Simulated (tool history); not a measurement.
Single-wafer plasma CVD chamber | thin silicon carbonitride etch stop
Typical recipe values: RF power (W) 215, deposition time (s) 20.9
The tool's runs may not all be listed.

run     day  RF power (W)  deposition time (s)  read-back reference wafer on the same gauge, thickness_nm  mean film thickness on the monitor wafer (nm)
  1       0           185                 20.9                                                     10.802                                         10.758
  2   0.508           215                 17.8                                                     10.801                                          9.931
  3   0.921           200                 20.9                                                     10.802                                         11.212
  4   1.467           200                 20.9                                                     10.804                                         11.198
  5   1.958           195                 20.9                                                     10.799                                          11.03
  6   2.296           215                 20.9                                                     10.801                                         11.607
  7   2.625           215                 20.9                                                     10.803                                         11.615
  8   3.158           215                 20.9                                                     10.801                                         11.609
  9   3.546           215                 20.9                                                     10.804                                         11.594
 10   4.042           215                 20.9                                                     10.799                                         11.575
 11   4.333           215                 18.3                                                     10.799                                         10.138
 12   4.996           215                 18.3                                                     10.802                                         10.142
      5.333  -- showerhead replaced
 13   5.658           215                 20.9                                                      10.81                                         11.559
 14   6.092           200                   23                                                     10.796                                         12.226
 15    6.35           175                 22.7                                                     10.802                                         11.213
      6.396  -- gauge calibrated
        6.9  -- RF generator calibrated
 16   6.921           215                 20.9                                                     10.799                                         11.958
 17   7.596           215                 20.9                                                     10.799                                         11.955
 18    7.95           230                 20.9                                                     10.795                                         12.373
 19   8.512           175                 17.6                                                     10.795                                          8.999
 20   8.954           190                 20.9                                                     10.808                                         11.174
      9.417  -- thermocouple changed; heater temperature recalibrated
 21   9.592           235                 17.5                                                     10.794                                         10.452
 22  10.046           185                 22.1                                                     10.799                                         11.628
 23  10.646           245                 20.9                                                     10.798                                         12.718
 24  11.029           250                   19                                                     10.797                                         11.674
 25  11.329           255                 18.2                                                     10.801                                         11.308
 26  11.675           215                 20.9                                                     10.805                                         11.957
 27  12.504           205                 24.2                                                       10.8                                         13.495
 28  12.988           215                 22.6                                                     10.803                                         12.914
 29  13.354           235                 24.4                                                     10.796                                          14.56
 30  13.858           215                 20.9                                                     10.795                                           11.9
 31  14.288           230                 24.1                                                     10.789                                         14.251
 32  14.688           190                 16.8                                                       10.8                                          8.994
 33  15.033           215                 20.9                                                     10.796                                         11.969
 34  15.617           215                 20.9                                                     10.795                                         11.916

Difference, measured minus no-hidden-state, one row per run. Run-to-run variation is common to both terms; the gauge's own scatter need not be:
Hidden conditions of the tool in this case: wafer temperature above the value expected at the setpoint (K); delivered RF power above the setpoint (%); gauge reads high (%).
run  mean film thickness on the monitor wafer (nm)
  1                                          -0.28
  2                                         -0.265
  3                                         -0.306
  4                                         -0.313
  5                                         -0.317
  6                                         -0.339
  7                                         -0.344
  8                                         -0.353
  9                                         -0.359
 10                                         -0.368
 11                                         -0.326
 12                                         -0.336
 13                                         -0.395
 14                                         -0.426
 15                                         -0.396
 16                                         -0.016
 17                                         -0.015
 18                                         -0.016
 19                                         -0.012
 20                                         -0.015
 21                                         -0.014
 22                                         -0.017
 23                                         -0.019
 24                                         -0.018
 25                                         -0.018
 26                                          -0.02
 27                                         -0.024
 28                                         -0.025
 29                                         -0.029
 30                                         -0.025
 31                                         -0.031
 32                                         -0.021
 33                                         -0.028
 34                                          -0.03

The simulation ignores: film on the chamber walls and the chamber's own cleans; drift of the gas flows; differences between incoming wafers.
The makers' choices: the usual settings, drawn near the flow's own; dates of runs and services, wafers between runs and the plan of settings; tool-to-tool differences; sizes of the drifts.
